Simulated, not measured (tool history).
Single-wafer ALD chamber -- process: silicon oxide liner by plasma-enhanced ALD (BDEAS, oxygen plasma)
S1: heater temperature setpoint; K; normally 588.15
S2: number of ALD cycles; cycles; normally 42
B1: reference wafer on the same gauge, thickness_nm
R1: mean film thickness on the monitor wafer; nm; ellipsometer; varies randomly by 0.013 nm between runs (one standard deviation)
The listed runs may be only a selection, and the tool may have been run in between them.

{"run": 1, "hour": 0.0, "S1": 588.15, "S2": 40, "B1": 4.498, "R1": 3.751}
{"run": 2, "hour": 64.8, "S1": 588.15, "S2": 40, "B1": 4.494, "R1": 3.731}
{"run": 3, "hour": 95.6, "S1": 588.15, "S2": 40, "B1": 4.493, "R1": 3.728}
{"run": 4, "hour": 160.3, "S1": 588.15, "S2": 42, "B1": 4.489, "R1": 3.923}
{"run": 5, "hour": 222.6, "S1": 588.15, "S2": 42, "B1": 4.488, "R1": 3.93}
{"run": 6, "hour": 279.2, "S1": 588.15, "S2": 42, "B1": 4.491, "R1": 3.921}
{"run": 7, "hour": 390.5, "S1": 588.15, "S2": 42, "B1": 4.484, "R1": 3.891}
{"run": 8, "hour": 419.1, "S1": 588.15, "S2": 42, "B1": 4.489, "R1": 3.929}
{"run": 9, "hour": 484.4, "S1": 588.15, "S2": 42, "B1": 4.485, "R1": 3.917}
{"hour": 511.0, "done": "thermocouple changed; heater temperature recalibrated"}
{"run": 10, "hour": 522.4, "S1": 588.15, "S2": 42, "B1": 4.489, "R1": 3.897}
{"run": 11, "hour": 594.3, "S1": 588.15, "S2": 42, "B1": 4.489, "R1": 3.924}
{"run": 12, "hour": 626.8, "S1": 588.15, "S2": 42, "B1": 4.493, "R1": 3.937}
{"run": 13, "hour": 654.3, "S1": 594.15, "S2": 46, "B1": 4.493, "R1": 4.265}
{"run": 14, "hour": 679.5, "S1": 594.15, "S2": 46, "B1": 4.489, "R1": 4.263}
{"run": 15, "hour": 723.2, "S1": 594.15, "S2": 46, "B1": 4.488, "R1": 4.241}
{"run": 16, "hour": 781.8, "S1": 594.15, "S2": 39, "B1": 4.488, "R1": 3.638}
{"run": 17, "hour": 844.7, "S1": 588.15, "S2": 42, "B1": 4.495, "R1": 3.927}
{"run": 18, "hour": 878.2, "S1": 581.15, "S2": 36, "B1": 4.488, "R1": 3.392}
{"run": 19, "hour": 925.0, "S1": 588.15, "S2": 42, "B1": 4.488, "R1": 3.935}
{"run": 20, "hour": 970.7, "S1": 588.15, "S2": 42, "B1": 4.489, "R1": 3.931}
{"run": 21, "hour": 1032.3, "S1": 588.15, "S2": 42, "B1": 4.489, "R1": 3.926}
{"hour": 1036.3, "done": "gauge calibrated"}
{"run": 22, "hour": 1100.4, "S1": 579.15, "S2": 35, "B1": 4.491, "R1": 3.326}
{"run": 23, "hour": 1130.0, "S1": 588.15, "S2": 42, "B1": 4.492, "R1": 3.942}
{"run": 24, "hour": 1193.8, "S1": 574.15, "S2": 36, "B1": 4.487, "R1": 3.448}
{"run": 25, "hour": 1251.3, "S1": 577.15, "S2": 45, "B1": 4.486, "R1": 4.27}
{"run": 26, "hour": 1295.7, "S1": 588.15, "S2": 48, "B1": 4.49, "R1": 4.494}
{"run": 27, "hour": 1356.2, "S1": 576.15, "S2": 49, "B1": 4.496, "R1": 4.67}
{"run": 28, "hour": 1419.6, "S1": 581.15, "S2": 42, "B1": 4.491, "R1": 3.965}

5 options for the next run, each taken on its own from the tool as it stands now. Forecast them:
{"run": "A", "hour": 1420.1, "S1": 598.15, "S2": 42, "B1": "?", "R1": "?"}
{"run": "B", "hour": 1420.1, "S1": 580.15, "S2": 48, "B1": "?", "R1": "?"}
{"run": "C", "hour": 1420.1, "S1": 580.15, "S2": 42, "B1": "?", "R1": "?"}
{"run": "D", "hour": 1420.1, "S1": 601.15, "S2": 49, "B1": "?", "R1": "?"}
{"run": "E", "hour": 1420.1, "S1": 592.15, "S2": 50, "B1": "?", "R1": "?"}

run=A B1=4.492 R1=3.846
run=B B1=4.492 R1=4.526
run=C B1=4.492 R1=3.96
run=D B1=4.492 R1=4.464
run=E B1=4.492 R1=4.624
What these runs would have given with no unlogged condition in the tool:
run=A R1=3.846
run=B R1=4.526
run=C R1=3.96
run=D R1=4.464
run=E R1=4.624

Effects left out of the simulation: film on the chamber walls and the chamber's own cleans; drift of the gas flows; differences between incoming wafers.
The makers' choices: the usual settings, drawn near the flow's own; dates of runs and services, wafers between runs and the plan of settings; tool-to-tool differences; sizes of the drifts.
